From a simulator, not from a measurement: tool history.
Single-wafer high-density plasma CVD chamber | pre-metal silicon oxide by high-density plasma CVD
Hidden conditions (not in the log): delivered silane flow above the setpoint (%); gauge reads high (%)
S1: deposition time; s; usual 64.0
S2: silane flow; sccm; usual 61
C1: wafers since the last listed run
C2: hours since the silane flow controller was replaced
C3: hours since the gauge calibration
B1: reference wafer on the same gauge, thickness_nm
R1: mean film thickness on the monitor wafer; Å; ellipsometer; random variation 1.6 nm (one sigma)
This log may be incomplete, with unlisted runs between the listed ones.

run    hour    S1  S2    C1      C2     C3       B1       R1
  1     0.0  64.0  61     0  3114.3  225.8  372.148  3891.26
  2    71.1  64.0  61  1425  3185.4  296.9  372.898  3890.97
  3   134.8  64.0  61  1277  3249.1  360.6  372.629  3938.21
  4   303.5  64.0  61  3382  3417.8  529.3  373.571  3895.63
  5   357.9  64.0  57  1090  3472.2  583.7  372.237  3629.42
  6   383.4  64.0  61   511  3497.7  609.2  373.138  3881.31
  7   450.5  64.0  61  1345  3564.8  676.3  373.391  3875.44
  8   500.7  71.6  52  1006  3615.0  726.5  373.828  3702.95
  9   557.9  71.6  52  1146  3672.2  783.7  372.926  3690.53
      611.0  -- gauge calibrated
 10   614.2  71.6  52  1128  3728.5    3.2  372.441  3689.10
 11   667.4  64.0  61  1066  3781.7   56.4  372.773  3840.45
 12   727.8  64.0  61  1211  3842.1  116.8  373.196  3863.43
 13   790.4  64.0  61  1255  3904.7  179.4  372.683  3841.39
 14   823.9  52.8  57   671  3938.2  212.9  372.790  2942.22
 15   890.6  73.5  61  1337  4004.9  279.6  373.227  4407.97
      953.6  -- silane flow controller replaced
 16   954.1  67.8  67  1112     0.5  343.1  372.690  4735.27
 17   972.5  57.3  61   368    18.9  361.5  373.106  3625.96
 18  1043.6  72.2  61  1425    90.0  432.6  373.379  4576.38
 19  1074.8  60.4  61   625   121.2  463.8  372.969  3829.47
 20  1108.8  72.4  64   681   155.2  497.8  372.478  4840.43
 21  1164.8  72.8  50  1122   211.2  553.8  372.347  3775.19
 22  1190.8  69.7  68   521   237.2  579.8  372.839  4930.03
 23  1218.3  72.2  61   551   264.7  607.3  373.387  4596.20
 24  1281.2  64.0  49  1261   327.6  670.2  373.224  3256.22
 25  1314.7  51.8  52   671   361.1  703.7  373.153  2800.46
 26  1376.1  64.0  61  1231   422.5  765.1  373.796  4046.28

Below are 4 alternative next runs, each starting from the tool's condition after run 26. Predict each:
  A  1376.5  64.0  53   8  422.9  765.5   ?   ?
  B  1376.5  53.5  58   8  422.9  765.5   ?   ?
  C  1376.5  59.8  68   8  422.9  765.5   ?   ?
  D  1376.5  73.7  68   8  422.9  765.5   ?   ?

run       B1       R1
  A  373.312  3526.55
  B  373.312  3226.08
  C  373.312  4227.70
  D  373.312  5210.39
Without the tool's hidden state the same runs would have given:
run       R1
  A  3525.00
  B  3224.67
  C  4225.85
  D  5208.11
